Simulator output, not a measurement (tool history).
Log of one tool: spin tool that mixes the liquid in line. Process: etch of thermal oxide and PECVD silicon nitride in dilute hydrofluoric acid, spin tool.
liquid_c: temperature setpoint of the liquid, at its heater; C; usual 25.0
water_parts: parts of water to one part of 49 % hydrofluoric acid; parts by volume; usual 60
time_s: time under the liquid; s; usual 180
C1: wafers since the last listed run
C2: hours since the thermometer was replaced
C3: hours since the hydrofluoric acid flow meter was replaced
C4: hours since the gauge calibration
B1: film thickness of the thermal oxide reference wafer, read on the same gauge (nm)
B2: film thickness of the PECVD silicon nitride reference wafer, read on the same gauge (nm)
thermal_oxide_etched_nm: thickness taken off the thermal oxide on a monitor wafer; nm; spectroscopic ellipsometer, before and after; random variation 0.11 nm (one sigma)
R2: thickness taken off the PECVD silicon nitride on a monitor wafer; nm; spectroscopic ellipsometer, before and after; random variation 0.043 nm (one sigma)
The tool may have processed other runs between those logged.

{"run": 1, "hour": 0.0, "liquid_c": 25.0, "water_parts": 60, "time_s": 180, "C1": 0, "C2": 2556.8, "C3": 1972.9, "C4": 170.2, "B1": 59.97, "B2": 100.01, "thermal_oxide_etched_nm": 15.57, "R2": 4.98}
{"run": 2, "hour": 17.4, "liquid_c": 25.0, "water_parts": 60, "time_s": 180, "C1": 120, "C2": 2574.2, "C3": 1990.3, "C4": 187.6, "B1": 60.0, "B2": 99.98, "thermal_oxide_etched_nm": 15.69, "R2": 4.99}
{"run": 3, "hour": 24.4, "liquid_c": 25.0, "water_parts": 60, "time_s": 180, "C1": 48, "C2": 2581.2, "C3": 1997.3, "C4": 194.6, "B1": 59.97, "B2": 100.0, "thermal_oxide_etched_nm": 15.55, "R2": 4.95}
{"run": 4, "hour": 31.0, "liquid_c": 25.0, "water_parts": 60, "time_s": 180, "C1": 45, "C2": 2587.8, "C3": 2003.9, "C4": 201.2, "B1": 59.95, "B2": 100.01, "thermal_oxide_etched_nm": 15.54, "R2": 5.03}
{"run": 5, "hour": 39.0, "liquid_c": 25.0, "water_parts": 60, "time_s": 180, "C1": 55, "C2": 2595.8, "C3": 2011.9, "C4": 209.2, "B1": 60.06, "B2": 100.0, "thermal_oxide_etched_nm": 15.69, "R2": 4.95}
{"run": 6, "hour": 49.6, "liquid_c": 25.0, "water_parts": 60, "time_s": 180, "C1": 73, "C2": 2606.4, "C3": 2022.5, "C4": 219.8, "B1": 59.94, "B2": 100.03, "thermal_oxide_etched_nm": 15.63, "R2": 4.99}
{"hour": 51.2, "done": "thermometer replaced"}
{"run": 7, "hour": 66.4, "liquid_c": 25.0, "water_parts": 60, "time_s": 180, "C1": 109, "C2": 15.2, "C3": 2039.3, "C4": 236.6, "B1": 60.03, "B2": 100.0, "thermal_oxide_etched_nm": 15.53, "R2": 4.97}
{"run": 8, "hour": 72.6, "liquid_c": 29.5, "water_parts": 60, "time_s": 180, "C1": 42, "C2": 21.4, "C3": 2045.5, "C4": 242.8, "B1": 60.02, "B2": 100.03, "thermal_oxide_etched_nm": 18.7, "R2": 6.56}
{"hour": 77.3, "done": "gauge calibrated"}
{"run": 9, "hour": 79.8, "liquid_c": 27.0, "water_parts": 60, "time_s": 290, "C1": 49, "C2": 28.6, "C3": 2052.7, "C4": 2.5, "B1": 59.99, "B2": 99.99, "thermal_oxide_etched_nm": 27.21, "R2": 9.01}
{"run": 10, "hour": 91.6, "liquid_c": 25.0, "water_parts": 60, "time_s": 180, "C1": 81, "C2": 40.4, "C3": 2064.5, "C4": 14.3, "B1": 59.98, "B2": 99.99, "thermal_oxide_etched_nm": 15.51, "R2": 4.91}
{"hour": 105.3, "done": "hydrofluoric acid flow meter replaced"}
{"run": 11, "hour": 105.8, "liquid_c": 28.5, "water_parts": 40, "time_s": 285, "C1": 91, "C2": 54.6, "C3": 0.5, "C4": 28.5, "B1": 60.0, "B2": 100.02, "thermal_oxide_etched_nm": 51.07, "R2": 16.82}
{"run": 12, "hour": 114.8, "liquid_c": 26.5, "water_parts": 45, "time_s": 235, "C1": 62, "C2": 63.6, "C3": 9.5, "C4": 37.5, "B1": 59.96, "B2": 99.96, "thermal_oxide_etched_nm": 33.9, "R2": 10.95}
{"run": 13, "hour": 126.0, "liquid_c": 25.0, "water_parts": 60, "time_s": 180, "C1": 77, "C2": 74.8, "C3": 20.7, "C4": 48.7, "B1": 60.01, "B2": 100.01, "thermal_oxide_etched_nm": 18.08, "R2": 5.59}
{"run": 14, "hour": 143.9, "liquid_c": 28.5, "water_parts": 40, "time_s": 285, "C1": 123, "C2": 92.7, "C3": 38.6, "C4": 66.6, "B1": 59.95, "B2": 100.01, "thermal_oxide_etched_nm": 50.51, "R2": 17.02}
{"run": 15, "hour": 153.3, "liquid_c": 25.0, "water_parts": 60, "time_s": 130, "C1": 65, "C2": 102.1, "C3": 48.0, "C4": 76.0, "B1": 60.03, "B2": 99.98, "thermal_oxide_etched_nm": 13.11, "R2": 4.09}
{"run": 16, "hour": 181.6, "liquid_c": 28.0, "water_parts": 60, "time_s": 180, "C1": 195, "C2": 130.4, "C3": 76.3, "C4": 104.3, "B1": 60.06, "B2": 100.01, "thermal_oxide_etched_nm": 20.2, "R2": 6.99}
{"run": 17, "hour": 197.1, "liquid_c": 25.0, "water_parts": 60, "time_s": 140, "C1": 107, "C2": 145.9, "C3": 91.8, "C4": 119.8, "B1": 59.96, "B2": 100.0, "thermal_oxide_etched_nm": 13.95, "R2": 4.45}
{"run": 18, "hour": 212.3, "liquid_c": 29.0, "water_parts": 60, "time_s": 280, "C1": 105, "C2": 161.1, "C3": 107.0, "C4": 135.0, "B1": 59.98, "B2": 99.98, "thermal_oxide_etched_nm": 32.59, "R2": 11.47}

Forecast run 19:
{"run": 19, "hour": 226.7, "liquid_c": 22.5, "water_parts": 35, "time_s": 105, "C1": 99, "C2": 175.5, "C3": 121.4, "C4": 149.4, "B1": "?", "B2": "?", "thermal_oxide_etched_nm": "?", "R2": "?"}

B1: 59.94
B2: 99.99
thermal_oxide_etched_nm: 16.66 nm
R2: 4.72 nm
Minus the tool's unlogged condition, the same run would have read thermal_oxide_etched_nm 16.81 nm, R2 4.75 nm.
